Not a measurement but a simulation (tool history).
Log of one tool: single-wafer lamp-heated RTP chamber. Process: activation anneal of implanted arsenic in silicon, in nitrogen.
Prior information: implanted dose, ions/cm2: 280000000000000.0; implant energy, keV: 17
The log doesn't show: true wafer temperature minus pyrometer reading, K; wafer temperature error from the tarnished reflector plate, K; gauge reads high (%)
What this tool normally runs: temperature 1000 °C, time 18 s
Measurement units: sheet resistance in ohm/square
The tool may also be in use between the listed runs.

run   hour  temperature  time  wafers since the last listed run  wafers since the last pyrometer calibration  wafers since the reflector plate was cleaned  hours since the gauge calibration  read-back reference wafer on the same gauge, sheet resistance  sheet resistance
  1      0         1000    18                                 0                                         5265                                          6127                               55.5                                                         297.24            309.57
  2   20.3         1000    18                               321                                         5587                                          6448                               75.8                                                         297.36            308.45
  3   52.1         1024    22                               502                                         6089                                          6951                              107.6                                                         297.96            305.32
  4     76         1024    22                               378                                         6468                                          7329                              131.5                                                         298.14            305.78
  5   91.2         1000    18                               240                                         6708                                          7570                              146.7                                                         298.34             310.4
  6  125.5         1000    18                               542                                         7250                                          8112                                181                                                         298.82            310.69
     150.1  -- reflector plate cleaned
  7  152.5         1000    18                               300                                         7551                                            38                                208                                                         299.45            311.47
  8  186.3          987    13                               534                                         8086                                           573                              241.8                                                         300.09            315.17
     205.6  -- pyrometer window cleaned and pyrometer calibrated
     208.2  -- gauge calibrated
  9  212.9         1000    18                               294                                          114                                           867                                4.7                                                            297            308.74
 10  235.9         1000    18                               363                                          478                                          1231                               27.7                                                         297.17            309.36
 11  261.5          976    11                               404                                          883                                          1636                               53.3                                                         297.12            313.14
 12  278.3         1023    28                               265                                         1149                                          1901                               70.1                                                          297.3            303.47
 13  300.6         1000    10                               352                                         1502                                          2254                               92.4                                                         297.49            312.01
 14  334.3         1011    14                               533                                         2035                                          2787                              126.1                                                         297.85            309.59

What differs in the tool's unlogged condition from the final listed run ahead of each entry between runs to the first listed run following it?
Runs 6 to 7: reflector plate cleaned (hour 150.1)
  gauge reads high (%): 0.626 -> 0.804
  measured value less the no-hidden-state value, sheet resistance: +1.93 -> +2.49 ohm/square
Runs 8 to 9: pyrometer window cleaned and pyrometer calibrated (hour 205.6); gauge calibrated (hour 208.2)
  gauge reads high (%): 1.06 -> 0.0101
  measured value less the no-hidden-state value, sheet resistance: +3.31 -> +0.03 ohm/square
